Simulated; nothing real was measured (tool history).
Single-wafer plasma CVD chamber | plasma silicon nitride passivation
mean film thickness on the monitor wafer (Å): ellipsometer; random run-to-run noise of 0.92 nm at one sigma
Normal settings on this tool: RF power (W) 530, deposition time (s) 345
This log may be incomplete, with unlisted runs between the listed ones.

run	hour	RF power (W)	deposition time (s)	wafers since the last listed run	hours since the last RF generator calibration	hours since the showerhead was replaced	hours since the gauge calibration	read-back reference wafer on the same gauge, thickness_nm	mean film thickness on the monitor wafer (Å)
1	0	530	359	0	1834.7	3456.9	29.3	481.753	5016.35
2	43.3	530	345	265	1878	3500.2	72.6	481.584	4821.99
3	97.4	500	325	331	1932.1	3554.3	126.7	481.934	4479.9
4	126	590	327	175	1960.7	3582.9	155.3	482.079	4665.52
5	192.5	590	327	407	2027.2	3649.4	221.8	481.872	4658.63
6	258.9	530	345	406	2093.6	3715.8	288.2	482.043	4807.62
7	291.2	530	345	197	2125.9	3748.1	320.5	482.19	4796.68
8	317.9	530	345	163	2152.6	3774.8	347.2	481.755	4807.46
9	374	580	345	343	2208.7	3830.9	403.3	482.067	4902.35
10	402	530	345	171	2236.7	3858.9	431.3	482.282	4814.85
11	470.3	530	345	418	2305	3927.2	499.6	482.199	4801.42
12	510.4	530	345	245	2345.1	3967.3	539.7	482.137	4805.39
13	556.3	530	345	281	2391	4013.2	585.6	481.668	4816.92
14	589.1	610	297	200	2423.8	4046	618.4	481.855	4273.33
15	643.5	530	390	333	2478.2	4100.4	672.8	481.858	5426.09
16	679.4	530	307	219	2514.1	4136.3	708.7	482.203	4269.24
# hour 704.3: RF generator calibrated
17	707.6	530	345	123	3.3	4164.5	736.9	482.445	4886.03
# hour 767.2: gauge calibrated
# hour 770.5: showerhead replaced
18	771	630	369	339	66.7	0.5	3.8	481.621	5454.43
19	822.9	495	281	317	118.6	52.4	55.7	481.96	3913
20	960.6	460	300	843	256.3	190.1	193.4	481.919	4114.85
21	1002.6	610	345	257	298.3	232.1	235.4	482.196	5011.11
22	1040	585	312	229	335.7	269.5	272.8	481.746	4496.4
23	1084.2	560	290	270	379.9	313.7	317	481.816	4126.77
24	1112.9	605	304	175	408.6	342.4	345.7	481.514	4402.86
25	1158.2	610	345	277	453.9	387.7	391	482.217	5009.3
26	1193.5	530	295	216	489.2	423	426.3	481.959	4145.97

Consider 5 possible next runs. They are alternatives, not a sequence: every one starts from the tool as it was left by run 26. What does each give?
A	1194	530	379	3	489.7	423.5	426.8	?	?
B	1194	600	298	3	489.7	423.5	426.8	?	?
C	1194	445	326	3	489.7	423.5	426.8	?	?
D	1194	530	285	3	489.7	423.5	426.8	?	?
E	1194	530	364	3	489.7	423.5	426.8	?	?

run	read-back reference wafer on the same gauge, thickness_nm	mean film thickness on the monitor wafer (Å)
A	481.79	5323.94
B	481.79	4301.56
C	481.79	4414.23
D	481.79	4003.49
E	481.79	5113.23
Take away the tool's hidden state, keep each run's random variation, and the runs would have read:
run	mean film thickness on the monitor wafer (Å)
A	5378.17
B	4345.37
C	4459.19
D	4044.27
E	5165.31
